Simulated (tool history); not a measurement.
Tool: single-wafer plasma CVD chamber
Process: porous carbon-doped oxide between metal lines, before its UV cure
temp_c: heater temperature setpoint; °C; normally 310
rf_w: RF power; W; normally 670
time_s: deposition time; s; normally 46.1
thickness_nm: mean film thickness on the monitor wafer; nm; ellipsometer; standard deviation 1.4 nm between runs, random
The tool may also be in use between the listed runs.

run	day	temp_c	rf_w	time_s	read-back reference wafer on the same gauge, thickness_nm	thickness_nm
1	0	305	670	46.1	260.014	300.74
# day 1.2: gauge calibrated
2	1.367	305	670	46.1	260.001	296.482
3	3.3	305	705	46.1	260.045	310.536
# day 4.792: showerhead replaced
4	5.208	321	670	46.1	260.132	274.182
5	7.221	321	670	46.1	259.857	273.98
# day 8.871: thermocouple changed; heater temperature recalibrated
6	9.471	321	670	46.1	259.968	278.536
7	11.367	310	670	46.1	260.273	296.664
# day 11.708: RF generator calibrated
8	13.129	310	670	46.1	260.226	294.435
9	15.804	310	670	46.1	259.791	295.238
10	17.717	310	670	46.1	259.933	296.311
11	19.492	310	670	46.1	260.11	294.84
12	21.846	301	670	46.1	259.849	313.001
13	23.867	310	670	46.1	259.852	292.329
14	26.408	297	575	43.3	260.076	273.656
15	27.738	310	555	55	259.844	314.813
16	30.125	315	780	49.2	260.23	329.596
17	31.958	310	670	42.1	260.328	266.513
18	33.642	310	670	46.1	260.143	292.625
19	36.512	305	735	41.6	260.334	287.032
20	38.988	324	580	39.8	259.751	214.273
21	40.021	322	615	49.6	259.918	279.02
22	42.038	319	670	50.1	259.971	298.771
23	43.85	310	565	46.1	260.256	267.887
24	45.129	310	670	46.1	260.064	293.025
25	47.65	310	670	42.1	259.786	266.728
26	50.25	310	670	46.1	260.099	294.481
# day 51.575: thermocouple changed; heater temperature recalibrated
27	53.029	319	715	53.6	260.157	342.105
28	55.112	318	670	46.1	259.722	283.955
29	59.404	317	710	42.4	259.989	271.225
30	60.512	310	670	52.4	260.178	336.789
31	62.5	315	805	52.3	259.911	356.497
32	64.742	310	670	46.1	260.244	295.571
33	66.296	296	670	46.1	260.044	325.152
34	67.533	322	615	51	260.041	289.157

Below, some changes in thickness_nm between adjacent runs. For each, the amount present without the hidden state too (settings, incoming material, random variation) and the amount remaining for the hidden state with gauge scatter not shared by both compared results:
What the log doesn't record here: wafer temperature above the value expected at the setpoint (K); delivered RF power above the setpoint (%); gauge reads high (%).
Run 5 -> 6: thermocouple changed; heater temperature recalibrated. thickness_nm +4.556 nm: hidden state +6.513, all else -1.957.
Run 19 -> 20: temp_c 305 -> 324, rf_w 735 -> 580, time_s 41.6 -> 39.8. thickness_nm -72.759 nm: hidden state +2.221, all else -74.98.
Run 20 -> 21: temp_c 324 -> 322, rf_w 580 -> 615, time_s 39.8 -> 49.6. thickness_nm +64.747 nm: hidden state -1.5, all else +66.247.
Run 26 -> 27: temp_c 310 -> 319, rf_w 670 -> 715, time_s 46.1 -> 53.6, thermocouple changed; heater temperature recalibrated. thickness_nm +47.624 nm: hidden state +7.731, all else +39.893.
Run 29 -> 30: temp_c 317 -> 310, rf_w 710 -> 670, time_s 42.4 -> 52.4. thickness_nm +65.564 nm: hidden state -0.924, all else +66.488.
